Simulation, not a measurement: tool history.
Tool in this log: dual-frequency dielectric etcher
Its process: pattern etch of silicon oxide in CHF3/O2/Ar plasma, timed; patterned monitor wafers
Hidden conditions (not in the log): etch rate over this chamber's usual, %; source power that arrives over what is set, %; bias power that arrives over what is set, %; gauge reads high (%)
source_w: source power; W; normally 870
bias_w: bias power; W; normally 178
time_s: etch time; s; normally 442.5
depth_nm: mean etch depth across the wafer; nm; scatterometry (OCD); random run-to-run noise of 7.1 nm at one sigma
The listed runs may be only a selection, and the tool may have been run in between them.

run	hour	source_w	bias_w	time_s	wafers since the last listed run	hours since the last wet clean	hours since the last source power generator calibration	hours since the last bias power generator calibration	hours since the last upper electrode change	hours since the gauge calibration	read-back reference wafer on the same gauge, depth_nm	depth_nm
1	0	870	178	442.5	0	292	1843.7	2854.4	4933.8	939.9	959	1107.3
2	51.1	870	178	442.5	169	343.1	1894.8	2905.5	4984.9	991	958.1	1127.1
3	79.6	870	178	442.5	94	371.6	1923.3	2934	5013.4	1019.5	961.5	1124
# hour 115.8: wet clean of the chamber
4	122.9	870	178	442.5	63	7.1	1966.6	2977.3	5056.7	1062.8	959.9	1066.6
# hour 145.8: bias power generator calibrated
# hour 172.5: upper electrode replaced
5	173	870	145	442.5	73	57.2	2016.7	27.2	0.5	1112.9	960.9	1009.1
6	206.7	870	145	442.5	111	90.9	2050.4	60.9	34.2	1146.6	956.8	997.8
7	266.1	870	145	442.5	196	150.3	2109.8	120.3	93.6	1206	957.4	1010.3
8	297.7	1020	178	519	104	181.9	2141.4	151.9	125.2	1237.6	957.7	1369.6
9	326.8	1020	178	519	96	211	2170.5	181	154.3	1266.7	956.5	1381.5
10	380.3	1020	178	519	177	264.5	2224	234.5	207.8	1320.2	962.4	1388.7
# hour 433: wet clean of the chamber
11	433.6	670	213	442.5	97	0.6	2277.3	287.8	261.1	1373.5	962.4	1034.8
# hour 487.5: source power generator calibrated
12	488.3	1050	221	521.5	168	55.3	0.8	342.5	315.8	1428.2	958.1	1500.1
13	520.2	660	143	524.5	105	87.2	32.7	374.4	347.7	1460.1	963.2	1051
14	578.1	870	218	534	191	145.1	90.6	432.3	405.6	1518	962.2	1425.6
15	607.6	700	178	522.5	97	174.6	120.1	461.8	435.1	1547.5	960.8	1187.5
16	660.8	670	213	442.5	176	227.8	173.3	515	488.3	1600.7	959.5	1055.3
17	716.4	870	216	442.5	184	283.4	228.9	570.6	543.9	1656.3	961.9	1201.5
# hour 795.2: wet clean of the chamber
18	809.8	870	178	442.5	230	14.6	322.3	664	637.3	1749.7	962.5	1055.9
19	872.9	870	178	442.5	209	77.7	385.4	727.1	700.4	1812.8	959.7	1062.9
# hour 907.7: gauge calibrated
20	932.8	870	204	442.5	198	137.6	445.3	787	760.3	25.1	958.6	1143.2
21	1003.4	870	178	442.5	233	208.2	515.9	857.6	830.9	95.7	958.9	1098.1
22	1034.5	730	160	360.5	103	239.3	547	888.7	862	126.8	957.8	805.2
23	1078	870	178	442.5	144	282.8	590.5	932.2	905.5	170.3	960.3	1110.2
24	1125	1070	199	519.5	155	329.8	637.5	979.2	952.5	217.3	960.5	1496.6
# hour 1158.2: wet clean of the chamber
25	1159.6	800	193	442.5	35	1.4	672.1	1013.8	987.1	251.9	962	1072.8
26	1220.3	870	178	442.5	201	62.1	732.8	1074.5	1047.8	312.6	958.2	1077.8
27	1319.6	870	178	442.5	329	161.4	832.1	1173.8	1147.1	411.9	958.1	1104.3
28	1371.7	1030	218	334	172	213.5	884.2	1225.9	1199.2	464	959.9	961.7

Each row is a separate what-if for the run after 28, all from the same tool condition, not one after another. Results?
A	1372.2	1000	178	442.5	1	214	884.7	1226.4	1199.7	464.5	?	?
B	1372.2	1020	161	345	1	214	884.7	1226.4	1199.7	464.5	?	?
C	1372.2	1080	219	442.5	1	214	884.7	1226.4	1199.7	464.5	?	?
D	1372.2	1070	152	555.5	1	214	884.7	1226.4	1199.7	464.5	?	?
E	1372.2	870	178	310.5	1	214	884.7	1226.4	1199.7	464.5	?	?

run	read-back reference wafer on the same gauge, depth_nm	depth_nm
A	960.5	1159.4
B	960.5	881
C	960.5	1285.8
D	960.5	1419.7
E	960.5	767.8
With the hidden condition removed and each run's random variation left untouched, the same runs would have given:
run	depth_nm
A	1124.4
B	854.3
C	1246.9
D	1376.7
E	744.6
